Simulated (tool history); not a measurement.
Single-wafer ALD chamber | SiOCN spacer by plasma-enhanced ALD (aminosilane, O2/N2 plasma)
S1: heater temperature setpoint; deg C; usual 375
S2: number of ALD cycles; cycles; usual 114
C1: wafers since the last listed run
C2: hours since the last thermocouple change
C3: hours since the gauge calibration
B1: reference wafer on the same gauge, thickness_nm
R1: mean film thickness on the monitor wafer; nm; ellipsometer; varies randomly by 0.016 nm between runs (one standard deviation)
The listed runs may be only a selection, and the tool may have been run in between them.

{"run": 1, "hour": 0.0, "S1": 384, "S2": 114, "C1": 0, "C2": 1780, "C3": 509.4, "B1": 6.588, "R1": 6.233}
{"run": 2, "hour": 25.6, "S1": 384, "S2": 114, "C1": 48, "C2": 1805.6, "C3": 535, "B1": 6.595, "R1": 6.272}
{"run": 3, "hour": 72.4, "S1": 384, "S2": 114, "C1": 88, "C2": 1852.4, "C3": 581.8, "B1": 6.592, "R1": 6.278}
{"run": 4, "hour": 109.9, "S1": 375, "S2": 114, "C1": 70, "C2": 1889.9, "C3": 619.3, "B1": 6.593, "R1": 6.273}
{"run": 5, "hour": 161.6, "S1": 375, "S2": 109, "C1": 97, "C2": 1941.6, "C3": 671, "B1": 6.593, "R1": 5.955}
{"run": 6, "hour": 190.1, "S1": 375, "S2": 109, "C1": 53, "C2": 1970.1, "C3": 699.5, "B1": 6.593, "R1": 5.951}
{"run": 7, "hour": 226.5, "S1": 375, "S2": 114, "C1": 68, "C2": 2006.5, "C3": 735.9, "B1": 6.593, "R1": 6.239}
{"run": 8, "hour": 293.1, "S1": 375, "S2": 114, "C1": 125, "C2": 2073.1, "C3": 802.5, "B1": 6.587, "R1": 6.274}
{"run": 9, "hour": 362.5, "S1": 375, "S2": 114, "C1": 130, "C2": 2142.5, "C3": 871.9, "B1": 6.587, "R1": 6.285}
{"run": 10, "hour": 396.3, "S1": 375, "S2": 114, "C1": 63, "C2": 2176.3, "C3": 905.7, "B1": 6.591, "R1": 6.241}
{"run": 11, "hour": 435.4, "S1": 375, "S2": 114, "C1": 73, "C2": 2215.4, "C3": 944.8, "B1": 6.596, "R1": 6.243}
{"run": 12, "hour": 475.0, "S1": 363, "S2": 114, "C1": 74, "C2": 2255, "C3": 984.4, "B1": 6.588, "R1": 6.247}
{"run": 13, "hour": 505.7, "S1": 389, "S2": 127, "C1": 57, "C2": 2285.7, "C3": 1015.1, "B1": 6.592, "R1": 6.977}
{"hour": 541.6, "done": "gauge calibrated"}
{"run": 14, "hour": 576.2, "S1": 380, "S2": 114, "C1": 132, "C2": 2356.2, "C3": 34.6, "B1": 6.595, "R1": 6.269}
{"run": 15, "hour": 605.2, "S1": 371, "S2": 125, "C1": 54, "C2": 2385.2, "C3": 63.6, "B1": 6.58, "R1": 6.825}
{"run": 16, "hour": 668.1, "S1": 375, "S2": 114, "C1": 118, "C2": 2448.1, "C3": 126.5, "B1": 6.589, "R1": 6.246}
{"run": 17, "hour": 719.9, "S1": 375, "S2": 114, "C1": 97, "C2": 2499.9, "C3": 178.3, "B1": 6.589, "R1": 6.235}
{"hour": 766.4, "done": "thermocouple changed; heater temperature recalibrated"}
{"run": 18, "hour": 766.9, "S1": 369, "S2": 99, "C1": 73, "C2": 0.5, "C3": 225.3, "B1": 6.589, "R1": 5.444}
{"run": 19, "hour": 802.9, "S1": 366, "S2": 103, "C1": 67, "C2": 36.5, "C3": 261.3, "B1": 6.589, "R1": 5.639}
{"run": 20, "hour": 861.5, "S1": 385, "S2": 104, "C1": 110, "C2": 95.1, "C3": 319.9, "B1": 6.593, "R1": 5.723}
{"run": 21, "hour": 929.1, "S1": 362, "S2": 125, "C1": 127, "C2": 162.7, "C3": 387.5, "B1": 6.586, "R1": 6.869}
{"run": 22, "hour": 997.8, "S1": 371, "S2": 99, "C1": 129, "C2": 231.4, "C3": 456.2, "B1": 6.586, "R1": 5.435}

Predict each of these 4 candidate next runs independently; none follows another, all start after run 22:
{"run": "A", "hour": 998.4, "S1": 375, "S2": 114, "C1": 1, "C2": 232, "C3": 456.8, "B1": "?", "R1": "?"}
{"run": "B", "hour": 998.4, "S1": 379, "S2": 114, "C1": 1, "C2": 232, "C3": 456.8, "B1": "?", "R1": "?"}
{"run": "C", "hour": 998.4, "S1": 387, "S2": 93, "C1": 1, "C2": 232, "C3": 456.8, "B1": "?", "R1": "?"}
{"run": "D", "hour": 998.4, "S1": 362, "S2": 126, "C1": 1, "C2": 232, "C3": 456.8, "B1": "?", "R1": "?"}

run=A B1=6.59 R1=6.25
run=B B1=6.59 R1=6.25
run=C B1=6.59 R1=5.099
run=D B1=6.59 R1=6.908
Stripped of hidden state, with their random variation kept, the same runs would have yielded:
run=A R1=6.25
run=B R1=6.25
run=C R1=5.099
run=D R1=6.908
